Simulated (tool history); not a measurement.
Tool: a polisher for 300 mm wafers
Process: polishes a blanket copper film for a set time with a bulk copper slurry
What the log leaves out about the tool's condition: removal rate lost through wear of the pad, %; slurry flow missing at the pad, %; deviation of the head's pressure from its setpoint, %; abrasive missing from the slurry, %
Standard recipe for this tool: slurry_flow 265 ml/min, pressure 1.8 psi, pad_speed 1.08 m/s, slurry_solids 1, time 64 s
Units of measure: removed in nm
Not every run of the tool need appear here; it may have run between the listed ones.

run,hour,slurry_flow,pressure,pad_speed,slurry_solids,time,wafers since the last listed run,wafers polished on this pad,hours since the slurry nozzle was cleaned,hours since the head pressure was calibrated,hours since the slurry blender was calibrated,"incoming thickness of the incoming film, nm",removed
1,0,265,2,1.08,0.9,64,0,1308,513.5,927.5,155.6,3102.4,390
# hour 17.4: worn pad replaced by a new one
2,21.1,265,2,1.08,0.9,64,143,31,534.6,948.6,176.7,3167,429.1
3,43.6,265,1.8,1.08,1,64,189,220,557.1,971.1,199.2,3136.3,407.2
4,76.9,265,1.8,1.08,1,64,280,500,590.4,1004.4,232.5,3116.1,390.6
5,95.2,265,1.8,1.08,1,64,153,654,608.7,1022.7,250.8,3131.2,380.2
# hour 104.4: slurry blender recalibrated
6,124.7,265,1.8,1.08,1,64,231,886,638.2,1052.2,20.3,3142,374.4
7,157.8,265,1.8,1.08,1,64,278,1164,671.3,1085.3,53.4,3091.5,363.7
8,190.5,265,1.8,1.08,1,64,275,1439,704,1118,86.1,3092.7,350.5
# hour 196: worn pad replaced by a new one
9,217.9,265,1.8,1.08,0.9,64,196,184,731.4,1145.4,113.5,3115,391.6
10,241.2,265,1.8,1.08,0.9,64,196,380,754.7,1168.7,136.8,3171,375.3
11,268.8,265,1.4,1.08,1,64,232,612,782.3,1196.3,164.4,3177.7,323.3
12,284.5,265,1.4,1.08,1,64,132,745,798,1212,180.1,3155.8,326
13,305.4,265,1.8,1.08,1,64,175,920,818.9,1232.9,201,3143.8,359
14,333.2,200,2.4,0.82,1,56,233,1154,846.7,1260.7,228.8,3136.9,302.4
# hour 345.6: worn pad replaced by a new one
# hour 355.1: slurry blender recalibrated
# hour 376.9: head pressure recalibrated
15,377.4,205,1.8,1.46,1.15,56,304,233,890.9,0.5,22.3,3131.2,388.7
16,405,265,1.8,1.08,1,64,232,465,918.5,28.1,49.9,3158.4,373.3
# hour 425: slurry nozzle cleaned
17,425.5,265,2,1.08,1,64,164,630,0.5,48.6,70.4,3183.4,444.2
18,457.4,265,1.8,0.9,1,64,268,898,32.4,80.5,102.3,3084.4,357.3
19,492,305,1.8,1.08,1,64,291,1189,67,115.1,136.9,3105.1,409.7
# hour 506.3: worn pad replaced by a new one
20,515.8,200,2.4,0.82,1,56,166,79,90.8,138.9,160.7,3159.4,379
21,548.9,310,2.3,1.08,1,64,278,358,123.9,172,193.8,3078.6,513.8
22,572.2,265,1.8,1.08,1,64,196,554,147.2,195.3,217.1,3204.7,404.3
23,596.5,265,2.2,1.08,1.2,64,204,758,171.5,219.6,241.4,3148.9,490.7
24,622.2,265,2.2,1.08,1,64,216,975,197.2,245.3,267.1,3186.7,442.3
# hour 651.2: slurry blender recalibrated
# hour 653.2: worn pad replaced by a new one
25,653.7,265,1.8,1.08,1,64,230,3,228.7,276.8,2.5,3128.4,441.6
26,672.7,190,1.8,1.08,1,64,159,163,247.7,295.8,21.5,3169.8,412.3

Alternative continuations, all from the tool just after run 26; predict every row:
A,673.1,265,1.8,1.08,1,64,3,167,248.1,296.2,21.9,3126.1,?
B,673.1,265,2.1,1.08,0.8,64,3,167,248.1,296.2,21.9,3126.1,?
C,673.1,320,2.3,1.34,1,44,3,167,248.1,296.2,21.9,3126.1,?
D,673.1,345,2.2,0.7,1,64,3,167,248.1,296.2,21.9,3126.1,?

run,removed
A,428.7
B,453
C,407.7
D,391.9
Stripped of hidden state, with their random variation kept, the same runs would have yielded:
run,removed
A,457.5
B,483.4
C,433.8
D,416.6
